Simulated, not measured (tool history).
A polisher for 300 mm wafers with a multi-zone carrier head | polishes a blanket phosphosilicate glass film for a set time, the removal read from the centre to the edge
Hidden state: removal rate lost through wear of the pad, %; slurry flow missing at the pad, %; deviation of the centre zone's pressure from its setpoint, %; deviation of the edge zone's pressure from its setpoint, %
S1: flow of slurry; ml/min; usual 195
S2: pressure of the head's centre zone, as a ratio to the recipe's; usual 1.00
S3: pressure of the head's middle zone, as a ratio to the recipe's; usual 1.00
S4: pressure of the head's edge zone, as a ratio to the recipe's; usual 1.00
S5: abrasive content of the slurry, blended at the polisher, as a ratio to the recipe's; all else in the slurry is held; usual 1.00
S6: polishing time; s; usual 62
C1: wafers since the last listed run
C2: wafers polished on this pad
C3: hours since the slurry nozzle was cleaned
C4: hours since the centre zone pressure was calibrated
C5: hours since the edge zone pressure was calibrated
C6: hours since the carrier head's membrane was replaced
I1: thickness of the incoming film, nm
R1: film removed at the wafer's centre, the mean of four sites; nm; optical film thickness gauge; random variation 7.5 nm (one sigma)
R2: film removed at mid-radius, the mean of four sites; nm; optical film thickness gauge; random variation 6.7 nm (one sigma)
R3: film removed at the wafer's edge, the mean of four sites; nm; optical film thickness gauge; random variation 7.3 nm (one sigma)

run    hour   S1    S2    S3    S4    S5  S6    C1    C2     C3      C4     C5      C6      I1     R1     R2     R3
  1     0.0  195  1.00  1.00  1.00  1.00  62     0  4861  656.3  1479.2  797.4   700.4  4671.3  596.1  509.6  532.0
       58.7  -- centre zone pressure recalibrated
       66.7  -- edge zone pressure recalibrated
       77.2  -- slurry nozzle cleaned
  2    90.0  250  1.00  1.00  1.00  1.00  51   739  5600   12.8    31.3   23.3   790.4  4838.7  445.7  446.6  448.4
      149.6  -- worn pad replaced by a new one
  3   195.8  250  0.91  0.93  1.00  1.20  62   885   401  118.6   137.1  129.1   896.2  4796.6  528.5  560.8  601.1
  4   299.7  195  1.00  1.00  1.00  1.00  62   903  1304  222.5   241.0  233.0  1000.1  4786.8  522.4  521.3  530.9
  5   394.5  235  0.93  1.00  1.09  1.00  73   824  2128  317.3   335.8  327.8  1094.9  4810.8  614.4  628.2  661.4
  6   433.5  195  1.00  1.00  0.96  1.00  62   339  2468  356.3   374.8  366.8  1133.9  4786.1  535.7  519.7  516.9
  7   519.9  195  1.00  1.00  1.00  1.00  62   751  3219  442.7   461.2  453.2  1220.3  4886.5  530.2  520.3  535.8
      541.8  -- carrier head's membrane replaced by a new one
  8   616.9  170  1.00  1.00  1.00  1.00  62   799  4019  539.7   558.2  550.2    75.1  4795.3  521.1  521.2  519.3
  9   763.8  125  1.00  0.90  0.96  1.00  62  1277  5296  686.6   705.1  697.1   222.0  4769.2  482.5  434.6  485.8
      781.5  -- slurry nozzle cleaned
      786.2  -- worn pad replaced by a new one
 10   806.7  245  1.10  0.96  1.00  1.00  52   329   178   25.2   748.0  740.0   264.9  4877.1  521.1  437.5  452.5
      822.8  -- edge zone pressure recalibrated
 11   881.1  195  1.00  1.00  1.00  1.00  62   629   807   99.6   822.4   58.3   339.3  4771.8  555.1  534.4  537.8
 12   963.7  195  1.07  0.88  1.07  1.00  49   718  1525  182.2   905.0  140.9   421.9  4805.1  464.8  371.6  444.0
 13  1046.6  140  1.00  0.97  0.92  1.00  62   720  2246  265.1   987.9  223.8   504.8  4795.1  512.3  477.0  497.4
 14  1100.3  195  1.00  1.00  1.00  0.75  68   466  2713  318.8  1041.6  277.5   558.5  4749.4  489.3  464.1  484.7
 15  1142.1  195  1.00  1.11  0.93  0.80  62   363  3076  360.6  1083.4  319.3   600.3  4787.0  483.3  496.5  444.9
 16  1204.4  195  1.00  1.00  1.00  1.00  62   541  3618  422.9  1145.7  381.6   662.6  4790.3  569.0  533.1  537.7
 17  1253.3  235  0.93  1.00  1.09  1.00  73   425  4043  471.8  1194.6  430.5   711.5  4800.6  632.1  629.6  668.8
 18  1355.4  240  1.08  1.05  1.00  1.00  49   887  4931  573.9  1296.7  532.6   813.6  4807.5  506.0  434.9  425.0

The next listed run, before its measurement:
     1387.2  -- worn pad replaced by a new one
 19  1397.7  170  0.89  1.00  1.00  1.30  62  332  91  616.2  1339.0  574.9  855.9  4845.1   ?   ?   ?

R1: 575.9 nm
R2: 579.2 nm
R3: 586.3 nm
Without the tool's hidden state the same run would have given R1 534.4 nm, R2 579.4 nm, R3 586.3 nm.
